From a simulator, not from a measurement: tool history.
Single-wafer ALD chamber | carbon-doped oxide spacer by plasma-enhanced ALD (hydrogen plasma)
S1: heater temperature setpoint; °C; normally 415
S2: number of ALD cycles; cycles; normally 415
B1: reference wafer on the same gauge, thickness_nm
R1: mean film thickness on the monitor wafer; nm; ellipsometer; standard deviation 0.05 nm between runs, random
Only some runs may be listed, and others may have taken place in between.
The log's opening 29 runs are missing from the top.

| run | day | S1 | S2 | B1 | R1 |
|---|---|---|---|---|---|
| 30 | 31.454 | 430 | 474 | 21.037 | 21.728 |
| 31 | 32.112 | 408 | 333 | 21.045 | 16.19 |
| 32 | 32.696 | 415 | 415 | 20.982 | 19.83 |
| 33 | 33.783 | 405 | 373 | 20.974 | 18.247 |
| 34 | 35.212 | 424 | 415 | 20.963 | 19.296 |
| 35 | 36.371 | 409 | 360 | 20.921 | 17.288 |
| 36 | 37.433 | 415 | 336 | 20.893 | 15.884 |
| 37 | 38.521 | 427 | 415 | 20.896 | 19.004 |

Forecast each of these 3 alternatives for the next run:
| A | 38.562 | 415 | 415 | ? | ? |
| B | 38.562 | 407 | 343 | ? | ? |
| C | 38.562 | 402 | 371 | ? | ? |

| run | B1 | R1 |
|---|---|---|
| A | 20.915 | 19.744 |
| B | 20.915 | 16.68 |
| C | 20.915 | 18.285 |
Without the tool's hidden state the same runs would have given:
| run | R1 |
|---|---|
| A | 20.12 |
| B | 16.997 |
| C | 18.634 |

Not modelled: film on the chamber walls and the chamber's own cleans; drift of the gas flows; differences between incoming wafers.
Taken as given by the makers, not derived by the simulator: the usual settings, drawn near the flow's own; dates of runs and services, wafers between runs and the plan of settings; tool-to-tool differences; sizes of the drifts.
